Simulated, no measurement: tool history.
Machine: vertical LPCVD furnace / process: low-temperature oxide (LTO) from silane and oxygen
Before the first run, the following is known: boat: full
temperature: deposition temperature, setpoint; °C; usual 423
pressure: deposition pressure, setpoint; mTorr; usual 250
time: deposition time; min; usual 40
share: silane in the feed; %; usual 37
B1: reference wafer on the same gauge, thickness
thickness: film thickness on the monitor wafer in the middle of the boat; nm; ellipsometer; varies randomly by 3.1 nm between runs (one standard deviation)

Run 1, day 0: usual settings but pressure 280 mTorr, time 45.5 min; B1 442.36. Result: thickness 689.83 nm.
Run 2, day 4.283: usual settings; B1 441.98. Result: thickness 541.16 nm.
Run 3, day 6.154: usual settings; B1 441.81. Result: thickness 542.29 nm.
Run 4, day 8.217: usual settings; B1 442.13. Result: thickness 546.29 nm.
Run 5, day 9.967: usual settings; B1 442.01. Result: thickness 544.75 nm.
Run 6, day 13.362: usual settings; B1 441.92. Result: thickness 546.69 nm.
Run 7, day 16.775: usual settings but time 34.5 min; B1 442.14. Result: thickness 473.58 nm.
Run 8, day 18.904: usual settings; B1 441.94. Result: thickness 548.43 nm.
Run 9, day 22.875: usual settings; B1 442.12. Result: thickness 545.23 nm.
Run 10, day 25.858: usual settings; B1 442.13. Result: thickness 540.51 nm.
Run 11, day 29.692: usual settings; B1 442.22. Result: thickness 544.2 nm.
Run 12, day 32.188: usual settings; B1 442.27. Result: thickness 545.61 nm.
Run 13, day 35.325: usual settings; B1 442.19. Result: thickness 549.77 nm.
At day 40.908: gauge calibrated.
Run 14, day 42.892: usual settings but temperature 419 °C, time 31.5 min; B1 442.1. Result: thickness 412.06 nm.
At day 46.712: pressure gauge zeroed.
Run 15, day 46.733: usual settings but pressure 195 mTorr; B1 441.83. Result: thickness 426.62 nm.
At day 48.204: thermocouples replaced and temperature profile calibrated.
Run 16, day 50.092: usual settings; B1 441.86. Result: thickness 521.17 nm.
Run 17, day 52.846: usual settings but share 34 %; B1 441.85. Result: thickness 478.31 nm.
Run 18, day 54.775: usual settings but pressure 215 mTorr, time 50.5 min; B1 441.95. Result: thickness 571.91 nm.
At day 56.85: silane flow controller replaced.
Run 19, day 58.321: usual settings; B1 441.72. Result: thickness 532.44 nm.
Run 20, day 61.512: usual settings but pressure 225 mTorr, time 31.5 min, share 33 %; B1 441.91. Result: thickness 326.27 nm.
Run 21, day 63.771: usual settings but temperature 430 °C, pressure 205 mTorr, time 29.5 min; B1 442.23. Result: thickness 344.06 nm.
Run 22, day 66.546: usual settings but temperature 433 °C, pressure 195 mTorr; B1 441.78. Result: thickness 460.79 nm.
Run 23, day 68.4: usual settings but pressure 295 mTorr, time 28.5 min, share 35 %; B1 441.89. Result: thickness 415.34 nm.
Run 24, day 70.054: usual settings but temperature 426 °C, pressure 310 mTorr; B1 441.81. Result: thickness 679.04 nm.
Run 25, day 74.346: usual settings but share 44 %; B1 442.46. Result: thickness 656.18 nm.
Run 26, day 76.154: usual settings; B1 442.2. Result: thickness 536.4 nm.

Branching from run 26: 3 alternative next runs. What would each branch give?
Run A, day 76.346: usual settings but pressure 285 mTorr; B1 ?. Result: thickness ?.
Run B, day 76.346: usual settings but temperature 432 °C, share 32 %; B1 ?. Result: thickness ?.
Run C, day 76.346: usual settings but temperature 418 °C, share 39 %; B1 ?. Result: thickness ?.

run      B1  thickness
  A  441.89     606.31
  B  441.89     485.64
  C  441.89     537.59
With no hidden state in the tool, these same runs would have given:
run  thickness
  A      594.8
  B     476.36
  C     527.35

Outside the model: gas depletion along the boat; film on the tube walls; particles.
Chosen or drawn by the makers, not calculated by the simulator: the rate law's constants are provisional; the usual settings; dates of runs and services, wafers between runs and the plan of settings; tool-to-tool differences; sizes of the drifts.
